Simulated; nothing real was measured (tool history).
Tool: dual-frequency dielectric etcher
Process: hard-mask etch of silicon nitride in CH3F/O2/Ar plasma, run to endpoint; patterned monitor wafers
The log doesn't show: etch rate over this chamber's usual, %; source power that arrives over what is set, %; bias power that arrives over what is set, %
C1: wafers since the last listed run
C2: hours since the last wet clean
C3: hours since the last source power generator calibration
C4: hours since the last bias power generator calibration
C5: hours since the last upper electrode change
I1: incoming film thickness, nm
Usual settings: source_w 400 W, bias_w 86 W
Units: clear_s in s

{"run": 1, "hour": 0.0, "source_w": 400, "bias_w": 71, "C1": 0, "C2": 341.7, "C3": 3281.0, "C4": 2339.3, "C5": 1552.2, "I1": 28.5, "clear_s": 45.6}
{"run": 2, "hour": 13.4, "source_w": 400, "bias_w": 71, "C1": 121, "C2": 355.1, "C3": 3294.4, "C4": 2352.7, "C5": 1565.6, "I1": 29.08, "clear_s": 46.7}
{"run": 3, "hour": 41.0, "source_w": 400, "bias_w": 86, "C1": 249, "C2": 382.7, "C3": 3322.0, "C4": 2380.3, "C5": 1593.2, "I1": 28.87, "clear_s": 42.2}
{"run": 4, "hour": 62.0, "source_w": 400, "bias_w": 86, "C1": 189, "C2": 403.7, "C3": 3343.0, "C4": 2401.3, "C5": 1614.2, "I1": 28.62, "clear_s": 41.9}
{"run": 5, "hour": 87.6, "source_w": 470, "bias_w": 73, "C1": 231, "C2": 429.3, "C3": 3368.6, "C4": 2426.9, "C5": 1639.8, "I1": 28.75, "clear_s": 42.2}
{"run": 6, "hour": 101.1, "source_w": 470, "bias_w": 73, "C1": 122, "C2": 442.8, "C3": 3382.1, "C4": 2440.4, "C5": 1653.3, "I1": 28.55, "clear_s": 41.8}
{"run": 7, "hour": 125.5, "source_w": 400, "bias_w": 86, "C1": 220, "C2": 467.2, "C3": 3406.5, "C4": 2464.8, "C5": 1677.7, "I1": 28.75, "clear_s": 42.1}
{"run": 8, "hour": 148.0, "source_w": 400, "bias_w": 86, "C1": 203, "C2": 489.7, "C3": 3429.0, "C4": 2487.3, "C5": 1700.2, "I1": 28.84, "clear_s": 42.4}
{"hour": 183.0, "done": "wet clean of the chamber"}
{"run": 9, "hour": 183.5, "source_w": 400, "bias_w": 86, "C1": 103, "C2": 0.5, "C3": 3464.5, "C4": 2522.8, "C5": 1735.7, "I1": 28.72, "clear_s": 41.1}
{"run": 10, "hour": 183.8, "source_w": 400, "bias_w": 86, "C1": 2, "C2": 0.8, "C3": 3464.8, "C4": 2523.1, "C5": 1736.0, "I1": 29.08, "clear_s": 41.5}
{"run": 11, "hour": 196.5, "source_w": 400, "bias_w": 86, "C1": 114, "C2": 13.5, "C3": 3477.5, "C4": 2535.8, "C5": 1748.7, "I1": 28.69, "clear_s": 40.9}
{"run": 12, "hour": 220.1, "source_w": 400, "bias_w": 76, "C1": 213, "C2": 37.1, "C3": 3501.1, "C4": 2559.4, "C5": 1772.3, "I1": 28.96, "clear_s": 44.2}
{"run": 13, "hour": 240.3, "source_w": 400, "bias_w": 76, "C1": 182, "C2": 57.3, "C3": 3521.3, "C4": 2579.6, "C5": 1792.5, "I1": 28.75, "clear_s": 43.8}
{"run": 14, "hour": 273.2, "source_w": 400, "bias_w": 76, "C1": 297, "C2": 90.2, "C3": 3554.2, "C4": 2612.5, "C5": 1825.4, "I1": 28.45, "clear_s": 43.4}
{"run": 15, "hour": 303.6, "source_w": 400, "bias_w": 86, "C1": 274, "C2": 120.6, "C3": 3584.6, "C4": 2642.9, "C5": 1855.8, "I1": 28.87, "clear_s": 41.6}
{"run": 16, "hour": 336.4, "source_w": 320, "bias_w": 86, "C1": 296, "C2": 153.4, "C3": 3617.4, "C4": 2675.7, "C5": 1888.6, "I1": 28.81, "clear_s": 46.1}
{"hour": 346.5, "done": "bias power generator calibrated"}
{"run": 17, "hour": 371.8, "source_w": 340, "bias_w": 96, "C1": 283, "C2": 188.8, "C3": 3652.8, "C4": 25.3, "C5": 1924.0, "I1": 28.74, "clear_s": 41.3}
{"run": 18, "hour": 391.4, "source_w": 400, "bias_w": 75, "C1": 177, "C2": 208.4, "C3": 3672.4, "C4": 44.9, "C5": 1943.6, "I1": 28.78, "clear_s": 43.5}
{"run": 19, "hour": 425.3, "source_w": 460, "bias_w": 77, "C1": 306, "C2": 242.3, "C3": 3706.3, "C4": 78.8, "C5": 1977.5, "I1": 29.0, "clear_s": 40.5}
{"run": 20, "hour": 517.9, "source_w": 400, "bias_w": 104, "C1": 837, "C2": 334.9, "C3": 3798.9, "C4": 171.4, "C5": 2070.1, "I1": 28.95, "clear_s": 37.2}
{"run": 21, "hour": 542.3, "source_w": 480, "bias_w": 86, "C1": 220, "C2": 359.3, "C3": 3823.3, "C4": 195.8, "C5": 2094.5, "I1": 28.81, "clear_s": 37.5}
{"run": 22, "hour": 568.8, "source_w": 330, "bias_w": 69, "C1": 239, "C2": 385.8, "C3": 3849.8, "C4": 222.3, "C5": 2121.0, "I1": 28.85, "clear_s": 50.3}
{"run": 23, "hour": 591.5, "source_w": 460, "bias_w": 98, "C1": 205, "C2": 408.5, "C3": 3872.5, "C4": 245.0, "C5": 2143.7, "I1": 28.59, "clear_s": 36.1}
{"run": 24, "hour": 609.6, "source_w": 400, "bias_w": 86, "C1": 163, "C2": 426.6, "C3": 3890.6, "C4": 263.1, "C5": 2161.8, "I1": 28.61, "clear_s": 40.7}
{"run": 25, "hour": 622.8, "source_w": 310, "bias_w": 86, "C1": 119, "C2": 439.8, "C3": 3903.8, "C4": 276.3, "C5": 2175.0, "I1": 28.91, "clear_s": 46.9}
{"run": 26, "hour": 640.3, "source_w": 440, "bias_w": 76, "C1": 158, "C2": 457.3, "C3": 3921.3, "C4": 293.8, "C5": 2192.5, "I1": 28.98, "clear_s": 42.1}
{"hour": 648.7, "done": "source power generator calibrated"}
{"hour": 697.4, "done": "upper electrode replaced"}
{"run": 27, "hour": 697.9, "source_w": 400, "bias_w": 103, "C1": 267, "C2": 514.9, "C3": 49.2, "C4": 351.4, "C5": 0.5, "I1": 28.6, "clear_s": 37.6}
{"hour": 743.1, "done": "wet clean of the chamber"}
{"run": 28, "hour": 753.4, "source_w": 340, "bias_w": 86, "C1": 284, "C2": 10.3, "C3": 104.7, "C4": 406.9, "C5": 56.0, "I1": 28.66, "clear_s": 43.6}
{"run": 29, "hour": 765.4, "source_w": 400, "bias_w": 86, "C1": 108, "C2": 22.3, "C3": 116.7, "C4": 418.9, "C5": 68.0, "I1": 29.06, "clear_s": 41.0}
{"run": 30, "hour": 781.5, "source_w": 370, "bias_w": 104, "C1": 145, "C2": 38.4, "C3": 132.8, "C4": 435.0, "C5": 84.1, "I1": 28.92, "clear_s": 38.5}
{"run": 31, "hour": 855.7, "source_w": 400, "bias_w": 106, "C1": 670, "C2": 112.6, "C3": 207.0, "C4": 509.2, "C5": 158.3, "I1": 28.7, "clear_s": 36.9}
{"run": 32, "hour": 878.2, "source_w": 360, "bias_w": 95, "C1": 203, "C2": 135.1, "C3": 229.5, "C4": 531.7, "C5": 180.8, "I1": 28.69, "clear_s": 40.8}
{"run": 33, "hour": 910.6, "source_w": 360, "bias_w": 104, "C1": 292, "C2": 167.5, "C3": 261.9, "C4": 564.1, "C5": 213.2, "I1": 28.9, "clear_s": 39.5}
{"run": 34, "hour": 925.6, "source_w": 460, "bias_w": 77, "C1": 135, "C2": 182.5, "C3": 276.9, "C4": 579.1, "C5": 228.2, "I1": 28.69, "clear_s": 40.6}
{"run": 35, "hour": 952.3, "source_w": 460, "bias_w": 64, "C1": 241, "C2": 209.2, "C3": 303.6, "C4": 605.8, "C5": 254.9, "I1": 28.73, "clear_s": 44.6}
{"run": 36, "hour": 983.6, "source_w": 360, "bias_w": 104, "C1": 283, "C2": 240.5, "C3": 334.9, "C4": 637.1, "C5": 286.2, "I1": 28.78, "clear_s": 39.6}

How the hidden state differs across the entries between the runs, from the last listed run before each to the first after it:
Between runs 8 and 9: wet clean of the chamber (hour 183.0)
  etch rate over this chamber's usual, %: -2.49 -> 0.16; bias power that arrives over what is set, %: -4.73 -> -4.74
  measured less the result without the state, clear_s: +2.0 -> +0.9 s
Between runs 16 and 17: bias power generator calibrated (hour 346.5)
  etch rate over this chamber's usual, %: -0.504 -> -0.657; bias power that arrives over what is set, %: -4.78 -> 0.657
  measured less the result without the state, clear_s: +1.3 -> +0.2 s
Between runs 26 and 27: source power generator calibrated (hour 648.7); upper electrode replaced (hour 697.4)
  etch rate over this chamber's usual, %: -1.82 -> -2.07; bias power that arrives over what is set, %: -0.806 -> -1.06
  measured less the result without the state, clear_s: +1.0 -> +1.0 s
Between runs 27 and 28: wet clean of the chamber (hour 743.1)
  etch rate over this chamber's usual, %: -2.07 -> -0.538; bias power that arrives over what is set, %: -1.06 -> -1.29
  measured less the result without the state, clear_s: +1.0 -> +0.5 s
